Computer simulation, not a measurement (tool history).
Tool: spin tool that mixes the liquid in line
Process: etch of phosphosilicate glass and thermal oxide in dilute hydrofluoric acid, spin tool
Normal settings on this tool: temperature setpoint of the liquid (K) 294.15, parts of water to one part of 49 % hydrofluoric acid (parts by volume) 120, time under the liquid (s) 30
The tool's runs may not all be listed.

| run | hour | temperature setpoint of the liquid (K) | parts of water to one part of 49 % hydrofluoric acid (parts by volume) | time under the liquid (s) | wafers since the last listed run | hours since the thermometer was replaced | hours since the hydrofluoric acid flow meter was replaced | hours since the gauge calibration | read-back film thickness of the phosphosilicate glass reference wafer, read on the same gauge (nm) | read-back film thickness of the thermal oxide reference wafer, read on the same gauge (nm) | thickness taken off the phosphosilicate glass on a monitor wafer (Å) | thickness taken off the thermal oxide on a monitor wafer (Å) |
|---|---|---|---|---|---|---|---|---|---|---|---|---|
| 1 | 0.0 | 297.15 | 120 | 30 | 0 | 2654.7 | 2156.8 | 82.0 | 119.98 | 119.997 | 200.0 | 11.71 |
| 2 | 11.7 | 294.15 | 120 | 40 | 232 | 2666.4 | 2168.5 | 93.7 | 120.00 | 120.018 | 238.4 | 13.33 |
| 3 | 25.7 | 294.15 | 120 | 40 | 278 | 2680.4 | 2182.5 | 107.7 | 120.01 | 119.989 | 237.6 | 14.04 |
| 4 | 43.6 | 294.15 | 120 | 30 | 355 | 2698.3 | 2200.4 | 125.6 | 120.01 | 120.006 | 178.0 | 9.91 |
| 5 | 60.9 | 294.15 | 120 | 30 | 343 | 2715.6 | 2217.7 | 142.9 | 120.00 | 120.000 | 177.7 | 10.17 |
| 6 | 72.5 | 294.15 | 120 | 30 | 230 | 2727.2 | 2229.3 | 154.5 | 120.01 | 120.019 | 178.0 | 9.54 |
| 7 | 87.8 | 294.15 | 120 | 30 | 303 | 2742.5 | 2244.6 | 169.8 | 119.99 | 119.996 | 178.0 | 9.54 |
|  | 93.2 | hydrofluoric acid flow meter replaced |
| 8 | 103.4 | 294.15 | 120 | 30 | 289 | 2758.1 | 10.2 | 185.4 | 120.02 | 119.972 | 199.3 | 11.43 |
| 9 | 120.9 | 294.15 | 120 | 30 | 347 | 2775.6 | 27.7 | 202.9 | 119.97 | 120.016 | 198.2 | 10.76 |
| 10 | 131.1 | 294.15 | 120 | 30 | 202 | 2785.8 | 37.9 | 213.1 | 119.99 | 120.006 | 198.8 | 11.06 |
| 11 | 137.2 | 294.15 | 120 | 30 | 121 | 2791.9 | 44.0 | 219.2 | 120.02 | 119.994 | 197.9 | 11.55 |
|  | 139.4 | thermometer replaced |
| 12 | 144.8 | 294.15 | 80 | 30 | 131 | 5.4 | 51.6 | 226.8 | 120.00 | 119.976 | 282.2 | 16.77 |
| 13 | 155.3 | 295.65 | 120 | 15 | 208 | 15.9 | 62.1 | 237.3 | 120.02 | 119.987 | 95.6 | 5.77 |
| 14 | 167.8 | 297.15 | 120 | 30 | 248 | 28.4 | 74.6 | 249.8 | 119.98 | 119.996 | 202.6 | 11.70 |
|  | 175.1 | gauge calibrated |
| 15 | 181.7 | 294.15 | 120 | 30 | 276 | 42.3 | 88.5 | 6.6 | 120.01 | 119.998 | 179.6 | 10.53 |
| 16 | 195.0 | 294.15 | 120 | 30 | 264 | 55.6 | 101.8 | 19.9 | 120.01 | 120.006 | 180.2 | 10.67 |
| 17 | 209.5 | 294.15 | 145 | 30 | 287 | 70.1 | 116.3 | 34.4 | 120.01 | 119.989 | 145.5 | 8.08 |
| 18 | 216.0 | 294.15 | 150 | 50 | 129 | 76.6 | 122.8 | 40.9 | 119.99 | 119.993 | 232.0 | 13.19 |
| 19 | 225.6 | 294.15 | 85 | 40 | 190 | 86.2 | 132.4 | 50.5 | 119.98 | 120.004 | 353.9 | 19.72 |
| 20 | 235.4 | 294.15 | 155 | 30 | 194 | 96.0 | 142.2 | 60.3 | 120.00 | 120.002 | 133.9 | 7.94 |
| 21 | 246.6 | 298.65 | 120 | 30 | 222 | 107.2 | 153.4 | 71.5 | 120.01 | 119.988 | 215.2 | 13.09 |
| 22 | 255.2 | 291.65 | 80 | 40 | 170 | 115.8 | 162.0 | 80.1 | 120.00 | 119.991 | 339.5 | 19.14 |
| 23 | 272.1 | 294.15 | 120 | 30 | 335 | 132.7 | 178.9 | 97.0 | 119.98 | 120.000 | 180.4 | 10.17 |

The tool's hidden state at each run:
gauge reads high (%): 0, the same for each run
H1: liquid hotter than its thermometer reads (K)
H2: hydrofluoric acid flow below the setpoint (%)
| run | H1 | H2 |
|---|---|---|
| 1 | 2.33 | 9.34 |
| 2 | 2.34 | 9.39 |
| 3 | 2.35 | 9.45 |
| 4 | 2.37 | 9.52 |
| 5 | 2.38 | 9.6 |
| 6 | 2.39 | 9.65 |
| 7 | 2.41 | 9.71 |
| 8 | 2.42 | 0.731 |
| 9 | 2.44 | 0.806 |
| 10 | 2.44 | 0.85 |
| 11 | 2.45 | 0.876 |
| 12 | 0.0625 | 0.908 |
| 13 | 0.0717 | 0.953 |
| 14 | 0.0826 | 1.01 |
| 15 | 0.0947 | 1.07 |
| 16 | 0.106 | 1.12 |
| 17 | 0.119 | 1.18 |
| 18 | 0.125 | 1.21 |
| 19 | 0.133 | 1.25 |
| 20 | 0.142 | 1.3 |
| 21 | 0.151 | 1.34 |
| 22 | 0.159 | 1.38 |
| 23 | 0.174 | 1.45 |
